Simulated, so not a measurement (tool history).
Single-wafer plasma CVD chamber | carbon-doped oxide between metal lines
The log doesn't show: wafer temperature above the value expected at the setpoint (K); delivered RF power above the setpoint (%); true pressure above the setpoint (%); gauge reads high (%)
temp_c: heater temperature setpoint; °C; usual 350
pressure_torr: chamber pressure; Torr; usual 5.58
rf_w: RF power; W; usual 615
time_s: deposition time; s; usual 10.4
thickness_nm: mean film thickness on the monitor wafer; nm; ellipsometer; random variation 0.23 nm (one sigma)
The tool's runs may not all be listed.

run	hour	temp_c	pressure_torr	rf_w	time_s	wafers since the last listed run	hours since the last thermocouple change	hours since the last RF generator calibration	hours since the last manometer calibration	hours since the showerhead was replaced	hours since the gauge calibration	read-back reference wafer on the same gauge, thickness_nm	thickness_nm
1	0	359	5.58	615	10.4	0	1600.6	1498.1	2164.9	4234.6	525.3	76.605	63.473
2	45.6	359	5.58	615	10.4	1875	1646.2	1543.7	2210.5	4280.2	570.9	76.564	63.587
3	100.8	350	5.58	615	10.4	2269	1701.4	1598.9	2265.7	4335.4	626.1	76.581	64.835
4	148.7	350	5.58	615	10.4	1969	1749.3	1646.8	2313.6	4383.3	674	76.62	65.136
# hour 315: RF generator calibrated
5	320.3	350	5.58	615	10.4	6727	1920.9	5.3	2485.2	4554.9	845.6	76.604	64.905
6	347.3	350	5.58	615	10.4	1110	1947.9	32.3	2512.2	4581.9	872.6	76.607	64.84
7	410.3	350	5.58	615	10.4	2590	2010.9	95.3	2575.2	4644.9	935.6	76.565	64.844
8	481.4	350	5.58	615	10.4	2923	2082	166.4	2646.3	4716	1006.7	76.585	64.866
9	528.9	350	5.58	615	10.4	1953	2129.5	213.9	2693.8	4763.5	1054.2	76.53	65.059

The next listed run, before its measurement:
10	564.3	350	5.58	615	10.4	1455	2164.9	249.3	2729.2	4798.9	1089.6	?	?

Run 10 gave read-back reference wafer on the same gauge, thickness_nm 76.63, thickness_nm 65.229 nm.
Without the tool's hidden state the same run would have given thickness_nm 65.229 nm.
